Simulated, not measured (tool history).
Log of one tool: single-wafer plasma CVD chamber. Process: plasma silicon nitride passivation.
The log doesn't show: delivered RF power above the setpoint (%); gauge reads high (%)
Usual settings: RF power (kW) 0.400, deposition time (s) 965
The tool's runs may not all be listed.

run,hour,RF power (kW),deposition time (s),wafers since the last listed run,hours since the last RF generator calibration,hours since the showerhead was replaced,hours since the gauge calibration,"read-back reference wafer on the same gauge, thickness_nm",mean film thickness on the monitor wafer (Å)
1,0.0,0.400,1113,0,1440.5,7567.2,118.1,1274.345,15416.99
2,11.2,0.435,965,15,1451.7,7578.4,129.3,1274.711,13722.55
3,28.6,0.400,965,23,1469.1,7595.8,146.7,1272.358,13353.99
4,36.7,0.400,965,10,1477.2,7603.9,154.8,1271.943,13374.77
5,46.9,0.400,965,13,1487.4,7614.1,165.0,1271.178,13353.80
6,53.8,0.400,965,9,1494.3,7621.0,171.9,1270.254,13349.17
# hour 71.4: RF generator calibrated
7,71.9,0.400,965,13,0.5,7639.1,190.0,1268.636,13294.46
# hour 75.5: gauge calibrated
8,85.6,0.470,1124,18,14.2,7652.8,10.1,1278.104,16407.27
9,98.9,0.350,866,17,27.5,7666.1,23.4,1276.743,11492.56
10,109.0,0.400,856,13,37.6,7676.2,33.5,1278.070,11892.68
# hour 125.6: showerhead replaced
11,126.1,0.400,965,12,54.7,0.5,50.6,1277.292,13396.61
12,129.4,0.475,788,4,58.0,3.8,53.9,1277.232,11585.03
13,146.6,0.475,878,23,75.2,21.0,71.1,1275.827,12879.69
14,164.4,0.440,965,24,93.0,38.8,88.9,1275.495,13803.33

Forecast each of these 3 alternatives for the next run:
A,165.1,0.400,965,0,93.7,39.5,89.6,?,?
B,165.1,0.335,1099,0,93.7,39.5,89.6,?,?
C,165.1,0.325,965,0,93.7,39.5,89.6,?,?

run,"read-back reference wafer on the same gauge, thickness_nm",mean film thickness on the monitor wafer (Å)
A,1275.456,13387.17
B,1275.456,14393.66
C,1275.456,12513.91
Without the tool's hidden state the same runs would have given:
run,mean film thickness on the monitor wafer (Å)
A,13435.69
B,14445.83
C,12559.26
